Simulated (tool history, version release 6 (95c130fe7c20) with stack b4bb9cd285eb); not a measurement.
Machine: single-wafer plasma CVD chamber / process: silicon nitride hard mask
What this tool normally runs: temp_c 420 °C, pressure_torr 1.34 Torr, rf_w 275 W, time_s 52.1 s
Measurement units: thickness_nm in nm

run   hour  temp_c  pressure_torr  rf_w  time_s  read-back reference wafer on the same gauge, thickness_nm  thickness_nm
  1      0     420           1.34   275    52.1                                                     49.314        52.828
  2   14.2     420           1.34   275    52.1                                                     49.325        52.821
  3   23.5     420           1.34   275    52.1                                                     49.303        52.824
  4   37.8     420           1.52   275    48.7                                                     49.288        51.094
  5   52.5     420           1.52   275    48.7                                                     49.294        51.142
  6   60.6     420           1.34   275    52.1                                                       49.3        52.924
  7   78.5     420           1.34   275    52.1                                                     49.289         52.62
  8   85.4     420           1.34   275    52.1                                                     49.316        52.663
      96.6  -- showerhead replaced
  9   98.1     420           1.34   275    52.1                                                     49.318        52.635
     111.5  -- capacitance manometer re-zeroed and calibrated
 10    112     413           1.09   275    52.1                                                     49.294        49.579
 11  135.4     413           1.09   275    52.1                                                     49.312        49.609
 12  144.9     426           1.66   275    45.5                                                     49.287        48.712
 13  158.8     420           1.34   275    52.1                                                     49.337        52.637
 14  175.3     431           1.59   300    45.2                                                     49.297        50.105
 15  192.1     420           1.34   275    52.1                                                     49.274        52.472
 16  203.5     420           1.34   275    52.1                                                     49.333        52.493
 17  209.7     420           1.34   275    52.1                                                     49.309        52.562
 18  225.4     420           1.06   275    52.1                                                     49.303        48.786
 19  242.4     415           1.62   275    52.1                                                     49.302         55.39
 20  254.5     431           1.34   275    49.2                                                     49.315        49.148
 21  263.1     420           1.34   255    52.1                                                     49.301        50.242
       293  -- gauge calibrated
     304.9  -- thermocouple changed; heater temperature recalibrated
     311.1  -- RF generator calibrated
 22  311.8     407           1.34   230    52.1                                                     49.311        49.212
 23  329.2     411           1.34   275    52.1                                                     49.314        54.278
 24  337.3     406           1.65   290    42.7                                                      49.27        48.731
 25  355.3     420           1.34   275    52.1                                                     49.302        53.873
 26  369.4     420           1.34   275    52.1                                                     49.318        54.033
 27  383.4     420           1.34   275    52.1                                                     49.308        53.898
 28  400.1     415           1.62   275    52.1                                                     49.314        57.127
 29  416.1     433           1.24   310    52.1                                                     49.322        56.021

Each row is a separate what-if for the run after 29, all from the same tool condition, not one after another. Results?
  A  416.5     420           1.34   275    52.1                                                          ?             ?
  B  416.5     407           1.46   320    42.6                                                          ?             ?
  C  416.5     420           1.09   275    47.8                                                          ?             ?
  D  416.5     420           1.34   275    43.7                                                          ?             ?

run  read-back reference wafer on the same gauge, thickness_nm  thickness_nm
  A                                                     49.311        54.082
  B                                                     49.311         49.57
  C                                                     49.311        46.611
  D                                                     49.311        45.378
Without the tool's hidden state the same runs would have given:
run  thickness_nm
  A        54.422
  B        49.871
  C        46.904
  D        45.664
